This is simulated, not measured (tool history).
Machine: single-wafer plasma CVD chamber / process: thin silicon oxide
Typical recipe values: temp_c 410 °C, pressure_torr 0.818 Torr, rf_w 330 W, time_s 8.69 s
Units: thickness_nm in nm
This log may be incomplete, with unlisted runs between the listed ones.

run,day,temp_c,pressure_torr,rf_w,time_s,"read-back reference wafer on the same gauge, thickness_nm",thickness_nm
1,0.000,410,0.818,330,8.69,14.305,15.634
2,0.288,410,0.818,330,8.69,14.295,15.560
3,0.562,410,0.818,330,8.69,14.302,15.546
4,0.888,410,0.818,330,8.69,14.299,15.573
5,1.388,410,0.818,295,8.69,14.302,15.045
6,2.071,410,0.818,330,8.69,14.302,15.554
7,2.492,410,0.818,330,8.69,14.298,15.499
8,3.133,410,0.818,330,8.69,14.300,15.494
9,3.400,410,0.818,330,8.69,14.302,15.514
10,3.796,410,0.818,330,8.69,14.307,15.503
11,4.525,410,0.818,330,8.69,14.303,15.509
12,5.162,410,0.818,330,8.69,14.301,15.493
13,5.479,410,0.818,330,8.69,14.296,15.457
14,5.992,410,0.818,330,8.69,14.303,15.472
# day 6.117: gauge calibrated
15,6.304,422,0.818,330,8.69,14.300,15.358
16,6.704,421,0.954,330,10.04,14.293,20.516
# day 7.171: thermocouple changed; heater temperature recalibrated
17,7.192,423,0.696,395,7.47,14.302,11.591
18,7.629,410,0.818,330,8.69,14.299,15.397
19,7.983,410,0.818,330,8.69,14.299,15.430
# day 8.325: capacitance manometer re-zeroed and calibrated
20,8.346,403,0.944,330,7.37,14.297,16.015
# day 9.171: RF generator calibrated
21,9.192,410,0.818,355,8.14,14.300,16.207
22,9.642,417,0.818,330,8.69,14.302,16.888
23,10.217,410,0.818,330,8.69,14.294,16.874
24,10.796,410,0.818,265,8.13,14.297,14.833
# day 11.267: showerhead replaced
25,11.288,410,0.818,330,8.69,14.296,16.892
26,11.679,398,0.900,280,9.51,14.298,19.345
27,12.142,400,0.683,285,9.91,14.310,15.256
28,14.258,410,0.991,330,8.69,14.301,20.050
29,14.571,396,0.649,280,7.98,14.299,11.547

Below, some changes in thickness_nm between adjacent runs. For each, the amount present without the hidden state too (settings, incoming material, random variation) and the amount remaining for the hidden state with gauge scatter not shared by both compared results:
The tool's hidden condition here consists of: wafer temperature above the value expected at the setpoint (K); delivered RF power above the setpoint (%); true pressure above the setpoint (%); gauge reads high (%).
Run 16 -> 17: temp_c 421 -> 423, pressure_torr 0.954 -> 0.696, rf_w 330 -> 395, time_s 10.04 -> 7.47, thermocouple changed; heater temperature recalibrated. thickness_nm -8.925 nm: hidden state +0.695, all else -9.620.
Run 19 -> 20: temp_c 410 -> 403, pressure_torr 0.818 -> 0.944, time_s 8.69 -> 7.37, capacitance manometer re-zeroed and calibrated. thickness_nm +0.585 nm: hidden state +1.141, all else -0.556.
Run 28 -> 29: temp_c 410 -> 396, pressure_torr 0.991 -> 0.649, rf_w 330 -> 280, time_s 8.69 -> 7.98. thickness_nm -8.503 nm: hidden state +0.027, all else -8.530.

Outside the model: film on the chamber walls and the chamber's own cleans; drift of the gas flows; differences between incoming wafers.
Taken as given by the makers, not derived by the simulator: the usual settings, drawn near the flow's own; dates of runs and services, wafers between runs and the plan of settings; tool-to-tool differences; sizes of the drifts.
